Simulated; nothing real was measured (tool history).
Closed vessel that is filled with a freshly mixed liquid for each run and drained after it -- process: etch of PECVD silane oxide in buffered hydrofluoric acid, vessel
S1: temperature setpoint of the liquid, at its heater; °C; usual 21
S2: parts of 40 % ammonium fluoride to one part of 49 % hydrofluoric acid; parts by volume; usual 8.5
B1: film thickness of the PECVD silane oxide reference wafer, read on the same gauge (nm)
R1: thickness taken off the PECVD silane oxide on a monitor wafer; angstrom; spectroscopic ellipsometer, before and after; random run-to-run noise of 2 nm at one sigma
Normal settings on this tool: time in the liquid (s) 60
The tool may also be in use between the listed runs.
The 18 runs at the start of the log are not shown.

Run 19, day 67.558: usual settings but S1 23.5 °C, S2 10.5 parts by volume, time in the liquid (s) 85; B1 70.01. Result: R1 3142.2 angstrom.
Run 20, day 69.642: usual settings but time in the liquid (s) 45; B1 69.99. Result: R1 1751.7 angstrom.
Run 21, day 73.608: usual settings but S1 24 °C; B1 70. Result: R1 2749.5 angstrom.
Run 22, day 76.692: usual settings; B1 70.02. Result: R1 2318.4 angstrom.
Run 23, day 79.879: usual settings; B1 70.02. Result: R1 2324.9 angstrom.
Run 24, day 83.046: usual settings but S2 5.5 parts by volume; B1 70. Result: R1 3521.6 angstrom.
Run 25, day 85.912: usual settings but S1 23 °C; B1 69.99. Result: R1 2602.3 angstrom.
Run 26, day 88.525: usual settings but S1 22.5 °C, S2 5.5 parts by volume; B1 69.97. Result: R1 3807.4 angstrom.
Run 27, day 90.983: usual settings; B1 70.01. Result: R1 2356.7 angstrom.
At day 92.325: thermometer replaced.
Run 28, day 93.35: usual settings; B1 70.02. Result: R1 2504.7 angstrom.
Run 29, day 102.525: usual settings but time in the liquid (s) 80; B1 70.02. Result: R1 3347.2 angstrom.
Run 30, day 106.208: usual settings but S1 22.5 °C, time in the liquid (s) 40; B1 70. Result: R1 1818 angstrom.
Run 31, day 108.5: usual settings; B1 69.99. Result: R1 2507.9 angstrom.
Run 32, day 111.562: usual settings but S1 22.5 °C, S2 7 parts by volume, time in the liquid (s) 70; B1 70. Result: R1 3796.8 angstrom.

Alternative continuations, all from the tool just after run 32; predict every row:
Run A, day 111.592: usual settings but S1 25 °C; B1 ?. Result: R1 ?.
Run B, day 111.592: usual settings but S2 10.5 parts by volume, time in the liquid (s) 40; B1 ?. Result: R1 ?.
Run C, day 111.592: usual settings but S2 11.5 parts by volume; B1 ?. Result: R1 ?.
Run D, day 111.592: usual settings but S1 19 °C, S2 11.5 parts by volume, time in the liquid (s) 50; B1 ?. Result: R1 ?.

run     B1      R1
  A  69.98  3156.2
  B  69.98  1368.2
  C  69.98  1920.3
  D  69.98  1430.3
What these runs would have given with no unlogged condition in the tool:
run      R1
  A  2861.4
  B  1284.7
  C  1763.4
  D  1313.8
